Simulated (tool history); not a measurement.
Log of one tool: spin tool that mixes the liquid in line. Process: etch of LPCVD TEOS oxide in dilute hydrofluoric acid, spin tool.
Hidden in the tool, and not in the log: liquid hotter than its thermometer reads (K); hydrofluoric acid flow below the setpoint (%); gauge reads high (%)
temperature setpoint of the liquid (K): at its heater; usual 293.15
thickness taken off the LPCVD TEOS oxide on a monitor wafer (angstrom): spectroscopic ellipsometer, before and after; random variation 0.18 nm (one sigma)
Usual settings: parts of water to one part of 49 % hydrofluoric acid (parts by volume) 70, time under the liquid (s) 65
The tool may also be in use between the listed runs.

run,day,temperature setpoint of the liquid (K),parts of water to one part of 49 % hydrofluoric acid (parts by volume),time under the liquid (s),wafers since the last listed run,hours since the thermometer was replaced,hours since the hydrofluoric acid flow meter was replaced,hours since the gauge calibration,"read-back film thickness of the LPCVD TEOS oxide reference wafer, read on the same gauge (nm)",thickness taken off the LPCVD TEOS oxide on a monitor wafer (angstrom)
1,0,293.15,70,80,0,2056,1305.5,976.1,29.98,327.2
2,7.629,293.15,70,80,1669,2239.1,1488.6,1159.2,29.98,325.5
3,9.383,293.15,55,65,383,2281.2,1530.7,1201.3,30.02,341.1
4,16.112,293.15,55,65,1472,2442.7,1692.2,1362.8,29.99,343
# day 17.929: gauge calibrated
5,18.829,293.15,70,65,594,2507.9,1757.4,21.6,29.96,266.4
# day 20.021: hydrofluoric acid flow meter replaced
6,20.042,293.15,70,65,256,2537,0.5,50.7,29.99,281.6
7,22.817,296.65,70,65,607,2603.6,67.1,117.3,29.99,326.7
8,25.667,296.65,70,65,623,2672,135.5,185.7,29.99,329
9,28.167,296.65,70,65,547,2732,195.5,245.7,30,328
10,29.379,293.15,70,65,265,2761.1,224.6,274.8,30,285.1
11,32.246,293.15,70,65,627,2829.9,293.4,343.6,29.99,288.2
12,34.521,293.15,70,65,497,2884.5,348,398.2,30.06,283.7
13,36.821,298.15,70,100,503,2939.7,403.2,453.4,29.94,536.2
14,39.388,296.65,100,105,561,3001.3,464.8,515,29.94,356.4
15,42.375,293.15,70,65,653,3073,536.5,586.7,30,286.5
16,45.067,293.15,70,45,589,3137.6,601.1,651.3,29.97,196.5
17,47.125,294.65,70,65,450,3187,650.5,700.7,30.01,305.6
18,49.675,293.15,70,95,558,3248.2,711.7,761.9,29.99,412.7
19,51.817,291.65,70,50,468,3299.6,763.1,813.3,29.97,204.5
20,54.312,291.15,70,65,546,3359.5,823,873.2,29.97,259.9
# day 54.429: thermometer replaced
21,56.883,291.65,85,85,553,58.9,884.7,934.9,29.98,251.2
22,58.812,296.65,55,80,422,105.2,931,981.2,29.97,470.7
23,60.829,290.15,55,95,441,153.6,979.4,1029.6,29.95,422.5
24,63.062,298.15,70,80,488,207.2,1033,1083.2,29.97,386.9
25,64.812,293.15,70,65,383,249.2,1075,1125.2,30,251.4
26,66.992,295.65,70,65,476,301.5,1127.3,1177.5,30,277.8
27,69.967,290.65,100,65,651,372.9,1198.7,1248.9,29.96,155.2
28,71.225,293.15,70,65,275,403.1,1228.9,1279.1,30.01,254.4
29,72.342,293.15,70,80,244,429.9,1255.7,1305.9,30,309.9
# day 72.646: gauge calibrated
30,74.308,290.15,35,30,430,477.1,1302.9,39.9,29.98,211.2
31,75.612,298.15,80,100,285,508.4,1334.2,71.2,29.95,404.3
32,77.138,294.65,90,25,333,545,1370.8,107.8,29.99,78.3

5 ways to go on from here, each from the tool as it stands after run 32. What would each give?
A,77.154,293.15,70,65,3,545.4,1371.2,108.2,?,?
B,77.154,293.15,40,25,3,545.4,1371.2,108.2,?,?
C,77.154,290.15,50,50,3,545.4,1371.2,108.2,?,?
D,77.154,290.15,105,30,3,545.4,1371.2,108.2,?,?
E,77.154,293.15,70,25,3,545.4,1371.2,108.2,?,?

run,"read-back film thickness of the LPCVD TEOS oxide reference wafer, read on the same gauge (nm)",thickness taken off the LPCVD TEOS oxide on a monitor wafer (angstrom)
A,29.97,253.2
B,29.97,177.1
C,29.97,246.1
D,29.97,66
E,29.97,97.4
Without the tool's hidden state the same runs would have given:
run,thickness taken off the LPCVD TEOS oxide on a monitor wafer (angstrom)
A,265
B,184.9
C,256.9
D,69.2
E,101.9
